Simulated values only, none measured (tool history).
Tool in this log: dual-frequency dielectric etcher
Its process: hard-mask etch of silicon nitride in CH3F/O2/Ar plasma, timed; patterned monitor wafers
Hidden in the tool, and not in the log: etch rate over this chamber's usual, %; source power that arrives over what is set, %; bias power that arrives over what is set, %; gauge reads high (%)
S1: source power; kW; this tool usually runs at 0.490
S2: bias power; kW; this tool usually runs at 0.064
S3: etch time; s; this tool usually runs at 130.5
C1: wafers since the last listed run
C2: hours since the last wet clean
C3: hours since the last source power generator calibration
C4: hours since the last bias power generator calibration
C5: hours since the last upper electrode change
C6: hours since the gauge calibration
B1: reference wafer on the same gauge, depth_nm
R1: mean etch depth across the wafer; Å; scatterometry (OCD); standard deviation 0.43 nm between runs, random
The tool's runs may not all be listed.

{"run": 1, "hour": 0.0, "S1": 0.49, "S2": 0.064, "S3": 151.0, "C1": 0, "C2": 69.6, "C3": 4077.4, "C4": 3835.5, "C5": 2295.3, "C6": 211.7, "B1": 79.8, "R1": 1032}
{"run": 2, "hour": 29.5, "S1": 0.49, "S2": 0.064, "S3": 151.0, "C1": 161, "C2": 99.1, "C3": 4106.9, "C4": 3865.0, "C5": 2324.8, "C6": 241.2, "B1": 79.8, "R1": 1028}
{"hour": 46.7, "done": "gauge calibrated"}
{"run": 3, "hour": 64.5, "S1": 0.49, "S2": 0.064, "S3": 142.0, "C1": 192, "C2": 134.1, "C3": 4141.9, "C4": 3900.0, "C5": 2359.8, "C6": 17.8, "B1": 79.9, "R1": 989}
{"run": 4, "hour": 96.4, "S1": 0.49, "S2": 0.064, "S3": 142.0, "C1": 175, "C2": 166.0, "C3": 4173.8, "C4": 3931.9, "C5": 2391.7, "C6": 49.7, "B1": 79.6, "R1": 983}
{"run": 5, "hour": 121.9, "S1": 0.49, "S2": 0.064, "S3": 130.5, "C1": 140, "C2": 191.5, "C3": 4199.3, "C4": 3957.4, "C5": 2417.2, "C6": 75.2, "B1": 79.9, "R1": 899}
{"run": 6, "hour": 151.8, "S1": 0.49, "S2": 0.064, "S3": 130.5, "C1": 164, "C2": 221.4, "C3": 4229.2, "C4": 3987.3, "C5": 2447.1, "C6": 105.1, "B1": 79.9, "R1": 908}
{"run": 7, "hour": 180.5, "S1": 0.49, "S2": 0.064, "S3": 130.5, "C1": 157, "C2": 250.1, "C3": 4257.9, "C4": 4016.0, "C5": 2475.8, "C6": 133.8, "B1": 79.9, "R1": 906}
{"run": 8, "hour": 214.2, "S1": 0.49, "S2": 0.064, "S3": 130.5, "C1": 185, "C2": 283.8, "C3": 4291.6, "C4": 4049.7, "C5": 2509.5, "C6": 167.5, "B1": 79.8, "R1": 911}
{"run": 9, "hour": 249.0, "S1": 0.59, "S2": 0.078, "S3": 151.0, "C1": 191, "C2": 318.6, "C3": 4326.4, "C4": 4084.5, "C5": 2544.3, "C6": 202.3, "B1": 79.9, "R1": 1196}
{"hour": 261.3, "done": "bias power generator calibrated"}
{"run": 10, "hour": 266.8, "S1": 0.57, "S2": 0.064, "S3": 130.5, "C1": 75, "C2": 336.4, "C3": 4344.2, "C4": 5.5, "C5": 2562.1, "C6": 220.1, "B1": 79.8, "R1": 971}
{"run": 11, "hour": 280.5, "S1": 0.49, "S2": 0.064, "S3": 130.5, "C1": 75, "C2": 350.1, "C3": 4357.9, "C4": 19.2, "C5": 2575.8, "C6": 233.8, "B1": 79.8, "R1": 906}
{"hour": 286.2, "done": "gauge calibrated"}
{"hour": 331.9, "done": "source power generator calibrated"}
{"run": 12, "hour": 332.4, "S1": 0.38, "S2": 0.055, "S3": 130.5, "C1": 263, "C2": 402.0, "C3": 0.5, "C4": 71.1, "C5": 2627.7, "C6": 46.2, "B1": 79.9, "R1": 804}
{"hour": 364.1, "done": "upper electrode replaced, of another model than before"}
{"hour": 372.0, "done": "wet clean of the chamber"}
{"run": 13, "hour": 372.5, "S1": 0.49, "S2": 0.064, "S3": 130.5, "C1": 44, "C2": 0.5, "C3": 40.6, "C4": 111.2, "C5": 8.4, "C6": 86.3, "B1": 79.8, "R1": 879}
{"run": 14, "hour": 376.9, "S1": 0.49, "S2": 0.05, "S3": 130.5, "C1": 24, "C2": 4.9, "C3": 45.0, "C4": 115.6, "C5": 12.8, "C6": 90.7, "B1": 79.6, "R1": 841}
{"run": 15, "hour": 400.2, "S1": 0.49, "S2": 0.069, "S3": 130.5, "C1": 127, "C2": 28.2, "C3": 68.3, "C4": 138.9, "C5": 36.1, "C6": 114.0, "B1": 79.8, "R1": 892}
{"run": 16, "hour": 466.6, "S1": 0.49, "S2": 0.064, "S3": 130.5, "C1": 364, "C2": 94.6, "C3": 134.7, "C4": 205.3, "C5": 102.5, "C6": 180.4, "B1": 79.9, "R1": 901}
{"run": 17, "hour": 489.4, "S1": 0.38, "S2": 0.05, "S3": 154.0, "C1": 125, "C2": 117.4, "C3": 157.5, "C4": 228.1, "C5": 125.3, "C6": 203.2, "B1": 79.9, "R1": 859}

Measured less the same run without the tool's hidden state. The same run-to-run variation is in both; the gauge's scatter may not be:
run=1 R1=+11
run=2 R1=+13
run=3 R1=+16
run=4 R1=+18
run=5 R1=+18
run=6 R1=+21
run=7 R1=+23
run=8 R1=+26
run=9 R1=+36
run=10 R1=+31
run=11 R1=+30
run=12 R1=+30
run=13 R1=-2
run=14 R1=-1
run=15 R1=+1
run=16 R1=+5
run=17 R1=+6

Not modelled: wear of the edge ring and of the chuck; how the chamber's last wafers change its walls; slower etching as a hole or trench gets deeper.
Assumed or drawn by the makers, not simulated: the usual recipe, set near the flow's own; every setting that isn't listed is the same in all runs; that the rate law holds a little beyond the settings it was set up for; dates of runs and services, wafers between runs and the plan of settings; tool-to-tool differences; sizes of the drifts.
